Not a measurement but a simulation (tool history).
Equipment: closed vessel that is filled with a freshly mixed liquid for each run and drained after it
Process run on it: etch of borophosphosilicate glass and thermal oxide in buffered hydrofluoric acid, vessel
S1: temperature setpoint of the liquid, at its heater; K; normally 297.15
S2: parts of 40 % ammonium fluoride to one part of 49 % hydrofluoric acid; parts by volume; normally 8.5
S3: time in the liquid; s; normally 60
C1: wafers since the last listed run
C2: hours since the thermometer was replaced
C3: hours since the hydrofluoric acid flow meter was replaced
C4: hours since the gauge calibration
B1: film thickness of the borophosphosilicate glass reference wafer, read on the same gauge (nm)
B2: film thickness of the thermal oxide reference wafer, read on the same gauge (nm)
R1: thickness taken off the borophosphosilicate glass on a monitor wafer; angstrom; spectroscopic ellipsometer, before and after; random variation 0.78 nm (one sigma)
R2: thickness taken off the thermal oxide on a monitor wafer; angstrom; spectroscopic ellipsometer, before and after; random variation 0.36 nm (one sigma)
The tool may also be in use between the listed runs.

run	hour	S1	S2	S3	C1	C2	C3	C4	B1	B2	R1	R2
1	0	297.15	8.5	60	0	2091.8	964.1	628.6	29.96	110	1127.4	700.1
2	55	297.15	8.5	60	7290	2146.8	1019.1	683.6	29.99	109.99	1120.1	704.6
3	101	297.15	8.5	60	6097	2192.8	1065.1	729.6	30	110	1114.6	695.4
4	131.8	297.15	8.5	60	4082	2223.6	1095.9	760.4	30.03	109.99	1116.5	703.3
5	162.9	297.15	8.5	60	4122	2254.7	1127	791.5	30.06	109.99	1116.4	705.9
6	222	297.15	8.5	60	7834	2313.8	1186.1	850.6	29.99	110.01	1112.1	708
7	267.9	297.15	8.5	60	6084	2359.7	1232	896.5	29.98	110.02	1111.9	694.8
8	313.7	297.15	8.5	60	6071	2405.5	1277.8	942.3	29.99	110.02	1125	701.8
9	354.1	297.15	8.5	60	5355	2445.9	1318.2	982.7	29.96	109.99	1111.4	701.5
# hour 362.4: gauge calibrated
10	409.4	297.15	8.5	60	7330	2501.2	1373.5	47	29.97	110.01	1121	701.7
11	480.6	297.15	8.5	60	9437	2572.4	1444.7	118.2	30.02	110.01	1118.5	700.7
# hour 501.8: hydrofluoric acid flow meter replaced
12	539.3	297.15	8.5	60	7648	2631.1	37.5	176.9	29.96	110	1128.7	698.6
13	588	300.15	5.5	30	6455	2679.8	86.2	225.6	30	109.99	989.2	628.6
14	626.4	302.15	8.5	30	5090	2718.2	124.6	264	30.03	110.02	728.9	458.7
15	660.9	297.15	8.5	60	4573	2752.7	159.1	298.5	30.02	109.97	1110.2	698.6
16	714.3	297.15	8.5	60	7078	2806.1	212.5	351.9	29.98	109.99	1120.3	704
17	746.8	297.15	8.5	60	4308	2838.6	245	384.4	29.98	109.99	1104.1	699.6
18	787.4	299.65	6	80	5381	2879.2	285.6	425	29.99	109.99	2399.2	1511.2
# hour 861.1: thermometer replaced
19	868.6	293.65	6	60	10630	7.5	366.8	506.2	29.95	110	1311.5	826.7
20	934.6	297.15	10	85	8748	73.5	432.8	572.2	29.93	109.98	1392.6	875.7
21	991.9	297.15	11.5	80	7595	130.8	490.1	629.5	30.02	110	1144.5	718.8
22	1025.2	295.65	8.5	30	4414	164.1	523.4	662.8	30.04	110	516.6	322.5
23	1062.4	297.15	8.5	60	4931	201.3	560.6	700	29.97	110.01	1132.4	704.5
24	1120.7	297.15	10.5	35	7728	259.6	618.9	758.3	29.99	110.02	547	345.3

Forecast each of these 4 alternatives for the next run:
A	1121.4	297.15	12	60	92	260.3	619.6	759	?	?	?	?
B	1121.4	301.65	9.5	90	92	260.3	619.6	759	?	?	?	?
C	1121.4	293.65	8.5	60	92	260.3	619.6	759	?	?	?	?
D	1121.4	297.15	8.5	70	92	260.3	619.6	759	?	?	?	?

run	B1	B2	R1	R2
A	30.04	109.99	814.9	517.9
B	30.04	109.99	1918.7	1220.5
C	30.04	109.99	917.3	579.9
D	30.04	109.99	1294.7	820.6
The same runs, with their run-to-run variation unchanged, on a tool lacking any hidden condition would have given:
run	R1	R2
A	814.9	517.9
B	1918.7	1220.5
C	917.3	579.9
D	1294.7	820.6
